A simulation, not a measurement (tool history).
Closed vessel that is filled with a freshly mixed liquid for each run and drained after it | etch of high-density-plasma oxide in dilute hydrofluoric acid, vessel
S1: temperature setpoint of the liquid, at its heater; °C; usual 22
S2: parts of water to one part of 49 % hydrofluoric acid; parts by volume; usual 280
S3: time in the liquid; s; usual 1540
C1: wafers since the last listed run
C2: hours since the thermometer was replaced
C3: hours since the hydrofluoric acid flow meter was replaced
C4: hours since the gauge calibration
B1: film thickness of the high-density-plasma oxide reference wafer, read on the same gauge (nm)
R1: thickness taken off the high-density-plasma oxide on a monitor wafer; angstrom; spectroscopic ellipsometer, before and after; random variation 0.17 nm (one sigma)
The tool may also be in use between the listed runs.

run 1 hour=0 | S1=22 S2=280 S3=1540 | C1=0 C2=1432.1 C3=448.5 C4=42.8 | B1=50.01 | R1=221.4
run 2 hour=25.7 | S1=22 S2=280 S3=1540 | C1=1175 C2=1457.8 C3=474.2 C4=68.5 | B1=50.02 | R1=220.7
run 3 hour=39.7 | S1=22 S2=280 S3=1765 | C1=640 C2=1471.8 C3=488.2 C4=82.5 | B1=50.02 | R1=253.1
run 4 hour=63.9 | S1=22 S2=280 S3=1765 | C1=1107 C2=1496 C3=512.4 C4=106.7 | B1=49.99 | R1=254.3
run 5 hour=79.6 | S1=22 S2=280 S3=1765 | C1=718 C2=1511.7 C3=528.1 C4=122.4 | B1=50 | R1=255.6
run 6 hour=94.3 | S1=22 S2=280 S3=1540 | C1=672 C2=1526.4 C3=542.8 C4=137.1 | B1=49.98 | R1=218.8
run 7 hour=165.1 | S1=22 S2=280 S3=1540 | C1=3239 C2=1597.2 C3=613.6 C4=207.9 | B1=50.05 | R1=223.8
run 8 hour=196.8 | S1=22 S2=280 S3=1540 | C1=1450 C2=1628.9 C3=645.3 C4=239.6 | B1=49.98 | R1=223.6
run 9 hour=229 | S1=22 S2=280 S3=1540 | C1=1473 C2=1661.1 C3=677.5 C4=271.8 | B1=50.01 | R1=223.5
run 10 hour=242.5 | S1=22 S2=280 S3=1540 | C1=617 C2=1674.6 C3=691 C4=285.3 | B1=49.97 | R1=225.2
run 11 hour=275.1 | S1=21 S2=280 S3=2270 | C1=1491 C2=1707.2 C3=723.6 C4=317.9 | B1=50.03 | R1=318.7
run 12 hour=289.7 | S1=21 S2=280 S3=2270 | C1=667 C2=1721.8 C3=738.2 C4=332.5 | B1=50.02 | R1=320.1
run 13 hour=319 | S1=21 S2=280 S3=2270 | C1=1340 C2=1751.1 C3=767.5 C4=361.8 | B1=50 | R1=317.8
run 14 hour=331.4 | S1=22 S2=170 S3=1540 | C1=567 C2=1763.5 C3=779.9 C4=374.2 | B1=49.99 | R1=415.7
run 15 hour=344.3 | S1=22 S2=170 S3=1540 | C1=590 C2=1776.4 C3=792.8 C4=387.1 | B1=50.05 | R1=416
run 16 hour=362.7 | S1=22 S2=280 S3=1540 | C1=841 C2=1794.8 C3=811.2 C4=405.5 | B1=49.99 | R1=224.9
run 17 hour=390.2 | S1=22 S2=280 S3=1540 | C1=1258 C2=1822.3 C3=838.7 C4=433 | B1=50.02 | R1=223
run 18 hour=404.4 | S1=22 S2=205 S3=2065 | C1=649 C2=1836.5 C3=852.9 C4=447.2 | B1=49.99 | R1=448.4
run 19 hour=425.1 | S1=22 S2=230 S3=645 | C1=947 C2=1857.2 C3=873.6 C4=467.9 | B1=49.97 | R1=120.2
run 20 hour=455 | S1=23.5 S2=345 S3=2145 | C1=1367 C2=1887.1 C3=903.5 C4=497.8 | B1=50.02 | R1=252.4
run 21 hour=487.7 | S1=24.5 S2=280 S3=2345 | C1=1496 C2=1919.8 C3=936.2 C4=530.5 | B1=50 | R1=379.2
run 22 hour=502.5 | S1=22 S2=230 S3=1540 | C1=677 C2=1934.6 C3=951 C4=545.3 | B1=50.02 | R1=292.4
run 23 hour=534.8 | S1=22 S2=280 S3=1540 | C1=1477 C2=1966.9 C3=983.3 C4=577.6 | B1=50.02 | R1=226.2
run 24 hour=550.9 | S1=22 S2=280 S3=1540 | C1=736 C2=1983 C3=999.4 C4=593.7 | B1=50 | R1=223.1
run 25 hour=585.4 | S1=22 S2=280 S3=1540 | C1=1578 C2=2017.5 C3=1033.9 C4=628.2 | B1=50.04 | R1=227.8
run 26 hour=599.3 | S1=24.5 S2=180 S3=2415 | C1=635 C2=2031.4 C3=1047.8 C4=642.1 | B1=49.99 | R1=668.4

Run 27 comes next. What will it give?
run 27 hour=630.4 | S1=22 S2=280 S3=1540 | C1=1422 C2=2062.5 C3=1078.9 C4=673.2 | B1=? | R1=?

B1: 50.05
R1: 225.4 angstrom
Without the tool's hidden state the same run would have given R1 207.9 angstrom.
